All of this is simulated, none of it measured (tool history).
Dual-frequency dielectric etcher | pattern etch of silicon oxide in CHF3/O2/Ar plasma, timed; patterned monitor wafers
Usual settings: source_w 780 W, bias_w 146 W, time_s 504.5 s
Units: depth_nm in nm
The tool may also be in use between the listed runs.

run	day	source_w	bias_w	time_s	read-back reference wafer on the same gauge, depth_nm	depth_nm
1	0	780	146	504.5	935.1	930.9
2	0.667	780	146	504.5	934.8	928.5
3	1.375	870	146	504.5	935.1	992.7
4	2.142	780	146	504.5	934.2	928.9
5	3.508	780	146	504.5	932.7	929.7
# day 4.942: wet clean of the chamber
# day 5.733: upper electrode replaced
6	5.754	780	146	504.5	929.5	927.2
7	5.788	780	146	504.5	929.6	921.4
8	6.392	780	146	504.5	928.7	923.3
9	7.158	780	173	504.5	927.7	976.1
10	7.767	910	176	452	926.9	961.1
11	8.642	600	117	504.5	924.5	715.6
# day 8.996: gauge calibrated
# day 9.121: bias power generator calibrated
12	9.271	860	146	367.5	933.4	716.1
# day 9.629: source power generator calibrated
13	10.4	780	146	504.5	933.8	925.4
14	10.979	900	162	504.5	932.8	1047.9
15	12.158	900	176	504.5	932.4	1077.1
16	12.729	780	146	504.5	933	923.8

Hidden state or all else? Some run-to-run changes of depth_nm, split into what the settings, what came in and random variation would give without the hidden state, and what is left for the hidden state (with any gauge scatter that isn't in both results):
The hidden state here: etch rate over this chamber's usual, %; source power that arrives over what is set, %; bias power that arrives over what is set, %; gauge reads high (%).
Run 10 -> 11: source_w 910 -> 600, bias_w 176 -> 117, time_s 452 -> 504.5. depth_nm -245.5 nm: hidden state +1.3, all else -246.8.
Run 11 -> 12: source_w 600 -> 860, bias_w 117 -> 146, time_s 504.5 -> 367.5, gauge calibrated, bias power generator calibrated. depth_nm +0.5 nm: hidden state +7.2, all else -6.7.
